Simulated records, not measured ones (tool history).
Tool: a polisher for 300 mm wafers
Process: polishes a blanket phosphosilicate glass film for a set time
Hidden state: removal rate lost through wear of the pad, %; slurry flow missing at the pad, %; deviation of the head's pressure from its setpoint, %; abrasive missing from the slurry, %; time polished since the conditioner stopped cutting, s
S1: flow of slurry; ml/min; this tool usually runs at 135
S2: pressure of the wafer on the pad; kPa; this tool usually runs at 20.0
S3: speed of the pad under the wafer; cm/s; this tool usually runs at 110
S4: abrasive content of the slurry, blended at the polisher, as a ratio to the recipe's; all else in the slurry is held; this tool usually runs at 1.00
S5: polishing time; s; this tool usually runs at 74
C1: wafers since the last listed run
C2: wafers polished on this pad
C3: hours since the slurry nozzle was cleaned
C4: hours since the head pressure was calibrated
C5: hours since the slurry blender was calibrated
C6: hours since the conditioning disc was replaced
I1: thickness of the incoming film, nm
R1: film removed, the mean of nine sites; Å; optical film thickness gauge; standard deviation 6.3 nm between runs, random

run,hour,S1,S2,S3,S4,S5,C1,C2,C3,C4,C5,C6,I1,R1
1,0.0,135,20.0,110,1.00,74,0,81,383.1,773.4,66.9,41.2,3315.8,5379
2,13.2,135,20.0,110,1.00,60,170,252,396.3,786.6,80.1,54.4,3315.7,4369
3,25.9,135,20.0,110,1.00,74,164,416,409.0,799.3,92.8,67.1,3298.4,5452
4,38.5,135,20.0,110,1.00,74,162,579,421.6,811.9,105.4,79.7,3330.2,5360
5,51.6,135,20.0,110,1.00,74,169,748,434.7,825.0,118.5,92.8,3327.2,5387
# hour 79.9: worn pad replaced by a new one
6,87.1,135,20.0,110,1.00,74,406,93,470.2,860.5,154.0,128.3,3323.9,5327
7,102.4,135,20.0,110,1.00,74,197,290,485.5,875.8,169.3,143.6,3267.5,5275
8,118.7,135,20.0,110,1.00,74,210,501,501.8,892.1,185.6,159.9,3288.3,5344
9,140.4,135,20.0,110,1.00,74,280,781,523.5,913.8,207.3,181.6,3326.8,5395
10,172.1,135,20.0,110,1.00,74,409,1191,555.2,945.5,239.0,213.3,3332.4,5352
# hour 191.8: worn pad replaced by a new one
11,197.3,170,20.0,110,1.00,74,273,70,580.4,970.7,264.2,238.5,3274.5,5461
# hour 199.7: slurry blender recalibrated
# hour 203.7: slurry nozzle cleaned
12,214.9,155,16.5,138,0.85,74,188,259,11.2,988.3,15.2,256.1,3275.7,4444
13,228.0,170,20.0,110,1.00,74,169,428,24.3,1001.4,28.3,269.2,3267.7,5452
14,255.8,135,20.0,110,1.00,74,359,787,52.1,1029.2,56.1,297.0,3271.1,5197
# hour 283.2: worn pad replaced by a new one
15,283.7,135,20.0,98,1.00,57,308,5,80.0,1057.1,84.0,324.9,3312.4,3721
# hour 324.5: head pressure recalibrated
16,358.9,135,20.0,110,1.00,74,945,951,155.2,34.4,159.2,400.1,3307.8,5804
# hour 385.9: conditioning disc replaced and pad reconditioned
# hour 396.9: worn pad replaced by a new one
17,397.4,135,17.2,126,1.00,74,419,6,193.7,72.9,197.7,11.5,3267.4,5701
18,422.5,135,15.9,110,1.00,74,324,330,218.8,98.0,222.8,36.6,3314.0,4613
19,446.0,105,20.0,126,0.90,59,303,634,242.3,121.5,246.3,60.1,3299.9,4474
20,467.3,165,15.2,120,0.80,74,275,909,263.6,142.8,267.6,81.4,3277.8,3880
# hour 486.0: worn pad replaced by a new one
21,486.5,135,13.1,110,1.00,74,196,6,282.8,162.0,286.8,100.6,3339.5,3824
# hour 503.4: slurry blender recalibrated
22,505.5,110,20.0,110,1.00,74,219,226,301.8,181.0,2.1,119.6,3264.8,5651

Exercise: give the hidden state of the tool at every run:
removal rate lost through wear of the pad, %: 0 at every run
slurry flow missing at the pad, %: 0 at every run
abrasive missing from the slurry, %: 0 at every run
H1: deviation of the head's pressure from its setpoint, %
H2: time polished since the conditioner stopped cutting, s
run,H1,H2
1,-11.6,6.46
2,-11.6,7.24
3,-11.7,8.18
4,-11.7,9.32
5,-11.8,10.7
6,-11.9,15.5
7,-12,18.1
8,-12,21.1
9,-12.1,25.6
10,-12.1,33.3
11,-12.2,40.3
12,-12.3,45.6
13,-12.3,49.8
14,-12.3,59.5
15,-12.4,70.1
16,-1.25,103
17,-2.14,13
18,-2.67,13.8
19,-3.14,15.2
20,-3.54,17
21,-3.89,19.2
22,-4.21,21.7
